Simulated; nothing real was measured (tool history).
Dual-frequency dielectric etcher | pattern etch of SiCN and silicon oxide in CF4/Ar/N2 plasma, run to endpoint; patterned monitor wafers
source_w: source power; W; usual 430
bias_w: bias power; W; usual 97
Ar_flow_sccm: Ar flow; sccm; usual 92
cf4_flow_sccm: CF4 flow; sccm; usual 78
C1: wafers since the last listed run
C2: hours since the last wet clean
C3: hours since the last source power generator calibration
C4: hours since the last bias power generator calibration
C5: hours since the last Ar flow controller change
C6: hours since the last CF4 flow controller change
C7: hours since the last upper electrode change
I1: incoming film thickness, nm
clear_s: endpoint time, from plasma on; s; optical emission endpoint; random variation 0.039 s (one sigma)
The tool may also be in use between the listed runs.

{"run": 1, "hour": 0.0, "source_w": 430, "bias_w": 97, "Ar_flow_sccm": 92, "cf4_flow_sccm": 78, "C1": 0, "C2": 434.8, "C3": 1134.2, "C4": 3181.6, "C5": 4055.5, "C6": 4621.2, "C7": 4865.9, "I1": 11.05, "clear_s": 12.3}
{"run": 2, "hour": 11.8, "source_w": 430, "bias_w": 97, "Ar_flow_sccm": 92, "cf4_flow_sccm": 78, "C1": 213, "C2": 446.6, "C3": 1146, "C4": 3193.4, "C5": 4067.3, "C6": 4633, "C7": 4877.7, "I1": 11.08, "clear_s": 12.4}
{"run": 3, "hour": 28.1, "source_w": 430, "bias_w": 97, "Ar_flow_sccm": 92, "cf4_flow_sccm": 78, "C1": 295, "C2": 462.9, "C3": 1162.3, "C4": 3209.7, "C5": 4083.6, "C6": 4649.3, "C7": 4894, "I1": 11.05, "clear_s": 12.3}
{"run": 4, "hour": 44.1, "source_w": 430, "bias_w": 97, "Ar_flow_sccm": 92, "cf4_flow_sccm": 78, "C1": 290, "C2": 478.9, "C3": 1178.3, "C4": 3225.7, "C5": 4099.6, "C6": 4665.3, "C7": 4910, "I1": 11.11, "clear_s": 12.3}
{"run": 5, "hour": 51.5, "source_w": 430, "bias_w": 97, "Ar_flow_sccm": 92, "cf4_flow_sccm": 78, "C1": 134, "C2": 486.3, "C3": 1185.7, "C4": 3233.1, "C5": 4107, "C6": 4672.7, "C7": 4917.4, "I1": 11.01, "clear_s": 12.2}
{"run": 6, "hour": 61.8, "source_w": 430, "bias_w": 97, "Ar_flow_sccm": 92, "cf4_flow_sccm": 78, "C1": 186, "C2": 496.6, "C3": 1196, "C4": 3243.4, "C5": 4117.3, "C6": 4683, "C7": 4927.7, "I1": 11.08, "clear_s": 12.3}
{"run": 7, "hour": 69.6, "source_w": 430, "bias_w": 97, "Ar_flow_sccm": 92, "cf4_flow_sccm": 78, "C1": 141, "C2": 504.4, "C3": 1203.8, "C4": 3251.2, "C5": 4125.1, "C6": 4690.8, "C7": 4935.5, "I1": 11.09, "clear_s": 12.3}
{"run": 8, "hour": 75.8, "source_w": 430, "bias_w": 97, "Ar_flow_sccm": 92, "cf4_flow_sccm": 78, "C1": 112, "C2": 510.6, "C3": 1210, "C4": 3257.4, "C5": 4131.3, "C6": 4697, "C7": 4941.7, "I1": 11.1, "clear_s": 12.4}
{"run": 9, "hour": 91.0, "source_w": 430, "bias_w": 112, "Ar_flow_sccm": 92, "cf4_flow_sccm": 78, "C1": 275, "C2": 525.8, "C3": 1225.2, "C4": 3272.6, "C5": 4146.5, "C6": 4712.2, "C7": 4956.9, "I1": 11.08, "clear_s": 11.5}
{"run": 10, "hour": 106.1, "source_w": 430, "bias_w": 97, "Ar_flow_sccm": 92, "cf4_flow_sccm": 78, "C1": 273, "C2": 540.9, "C3": 1240.3, "C4": 3287.7, "C5": 4161.6, "C6": 4727.3, "C7": 4972, "I1": 11.13, "clear_s": 12.2}
{"run": 11, "hour": 112.9, "source_w": 430, "bias_w": 97, "Ar_flow_sccm": 92, "cf4_flow_sccm": 78, "C1": 123, "C2": 547.7, "C3": 1247.1, "C4": 3294.5, "C5": 4168.4, "C6": 4734.1, "C7": 4978.8, "I1": 11.09, "clear_s": 12.2}
{"hour": 146.4, "done": "CF4 flow controller replaced"}
{"hour": 147.5, "done": "wet clean of the chamber"}
{"run": 12, "hour": 148.0, "source_w": 430, "bias_w": 97, "Ar_flow_sccm": 92, "cf4_flow_sccm": 78, "C1": 506, "C2": 0.5, "C3": 1282.2, "C4": 3329.6, "C5": 4203.5, "C6": 1.6, "C7": 5013.9, "I1": 11.08, "clear_s": 12.9}
{"run": 13, "hour": 148.4, "source_w": 360, "bias_w": 109, "Ar_flow_sccm": 92, "cf4_flow_sccm": 88, "C1": 7, "C2": 0.9, "C3": 1282.6, "C4": 3330, "C5": 4203.9, "C6": 2, "C7": 5014.3, "I1": 11.15, "clear_s": 14.2}
{"run": 14, "hour": 148.7, "source_w": 470, "bias_w": 111, "Ar_flow_sccm": 79, "cf4_flow_sccm": 78, "C1": 0, "C2": 1.2, "C3": 1282.9, "C4": 3330.3, "C5": 4204.2, "C6": 2.3, "C7": 5014.6, "I1": 11.01, "clear_s": 10.9}
{"hour": 154.4, "done": "Ar flow controller replaced"}
{"hour": 176.7, "done": "upper electrode replaced"}
{"run": 15, "hour": 177.2, "source_w": 430, "bias_w": 78, "Ar_flow_sccm": 92, "cf4_flow_sccm": 68, "C1": 8, "C2": 29.7, "C3": 1311.4, "C4": 3358.8, "C5": 22.8, "C6": 30.8, "C7": 0.5, "I1": 11.08, "clear_s": 14.4}
{"hour": 208.5, "done": "bias power generator calibrated"}
{"run": 16, "hour": 209.0, "source_w": 430, "bias_w": 97, "Ar_flow_sccm": 92, "cf4_flow_sccm": 78, "C1": 503, "C2": 61.5, "C3": 1343.2, "C4": 0.5, "C5": 54.6, "C6": 62.6, "C7": 32.3, "I1": 11.21, "clear_s": 12.9}
{"run": 17, "hour": 218.0, "source_w": 430, "bias_w": 97, "Ar_flow_sccm": 92, "cf4_flow_sccm": 78, "C1": 163, "C2": 70.5, "C3": 1352.2, "C4": 9.5, "C5": 63.6, "C6": 71.6, "C7": 41.3, "I1": 11.1, "clear_s": 12.8}
{"hour": 227.4, "done": "source power generator calibrated"}
{"run": 18, "hour": 227.9, "source_w": 430, "bias_w": 97, "Ar_flow_sccm": 92, "cf4_flow_sccm": 78, "C1": 106, "C2": 80.4, "C3": 0.5, "C4": 19.4, "C5": 73.5, "C6": 81.5, "C7": 51.2, "I1": 11.07, "clear_s": 12.7}
{"run": 19, "hour": 238.9, "source_w": 430, "bias_w": 97, "Ar_flow_sccm": 92, "cf4_flow_sccm": 78, "C1": 199, "C2": 91.4, "C3": 11.5, "C4": 30.4, "C5": 84.5, "C6": 92.5, "C7": 62.2, "I1": 10.99, "clear_s": 12.6}
{"run": 20, "hour": 250.5, "source_w": 500, "bias_w": 75, "Ar_flow_sccm": 92, "cf4_flow_sccm": 78, "C1": 210, "C2": 103, "C3": 23.1, "C4": 42, "C5": 96.1, "C6": 104.1, "C7": 73.8, "I1": 11, "clear_s": 12.4}
{"run": 21, "hour": 258.1, "source_w": 430, "bias_w": 97, "Ar_flow_sccm": 72, "cf4_flow_sccm": 91, "C1": 137, "C2": 110.6, "C3": 30.7, "C4": 49.6, "C5": 103.7, "C6": 111.7, "C7": 81.4, "I1": 11.08, "clear_s": 12}
{"run": 22, "hour": 275.1, "source_w": 500, "bias_w": 78, "Ar_flow_sccm": 92, "cf4_flow_sccm": 78, "C1": 308, "C2": 127.6, "C3": 47.7, "C4": 66.6, "C5": 120.7, "C6": 128.7, "C7": 98.4, "I1": 11.1, "clear_s": 12.3}
{"run": 23, "hour": 291.1, "source_w": 350, "bias_w": 114, "Ar_flow_sccm": 105, "cf4_flow_sccm": 92, "C1": 290, "C2": 143.6, "C3": 63.7, "C4": 82.6, "C5": 136.7, "C6": 144.7, "C7": 114.4, "I1": 11.12, "clear_s": 14.3}
{"run": 24, "hour": 301.4, "source_w": 430, "bias_w": 104, "Ar_flow_sccm": 92, "cf4_flow_sccm": 78, "C1": 186, "C2": 153.9, "C3": 74, "C4": 92.9, "C5": 147, "C6": 155, "C7": 124.7, "I1": 11.11, "clear_s": 12.3}

4 ways to go on from here, each from the tool as it stands after run 24. What would each give?
{"run": "A", "hour": 301.8, "source_w": 430, "bias_w": 97, "Ar_flow_sccm": 92, "cf4_flow_sccm": 78, "C1": 7, "C2": 154.3, "C3": 74.4, "C4": 93.3, "C5": 147.4, "C6": 155.4, "C7": 125.1, "I1": 11.11, "clear_s": "?"}
{"run": "B", "hour": 301.8, "source_w": 430, "bias_w": 75, "Ar_flow_sccm": 112, "cf4_flow_sccm": 89, "C1": 7, "C2": 154.3, "C3": 74.4, "C4": 93.3, "C5": 147.4, "C6": 155.4, "C7": 125.1, "I1": 11.11, "clear_s": "?"}
{"run": "C", "hour": 301.8, "source_w": 530, "bias_w": 117, "Ar_flow_sccm": 100, "cf4_flow_sccm": 59, "C1": 7, "C2": 154.3, "C3": 74.4, "C4": 93.3, "C5": 147.4, "C6": 155.4, "C7": 125.1, "I1": 11.11, "clear_s": "?"}
{"run": "D", "hour": 301.8, "source_w": 540, "bias_w": 86, "Ar_flow_sccm": 92, "cf4_flow_sccm": 78, "C1": 7, "C2": 154.3, "C3": 74.4, "C4": 93.3, "C5": 147.4, "C6": 155.4, "C7": 125.1, "I1": 11.11, "clear_s": "?"}

run=A clear_s=12.7
run=B clear_s=14.6
run=C clear_s=10.2
run=D clear_s=11
Without the tool's hidden state the same runs would have given:
run=A clear_s=12.9
run=B clear_s=14.8
run=C clear_s=10.3
run=D clear_s=11.1

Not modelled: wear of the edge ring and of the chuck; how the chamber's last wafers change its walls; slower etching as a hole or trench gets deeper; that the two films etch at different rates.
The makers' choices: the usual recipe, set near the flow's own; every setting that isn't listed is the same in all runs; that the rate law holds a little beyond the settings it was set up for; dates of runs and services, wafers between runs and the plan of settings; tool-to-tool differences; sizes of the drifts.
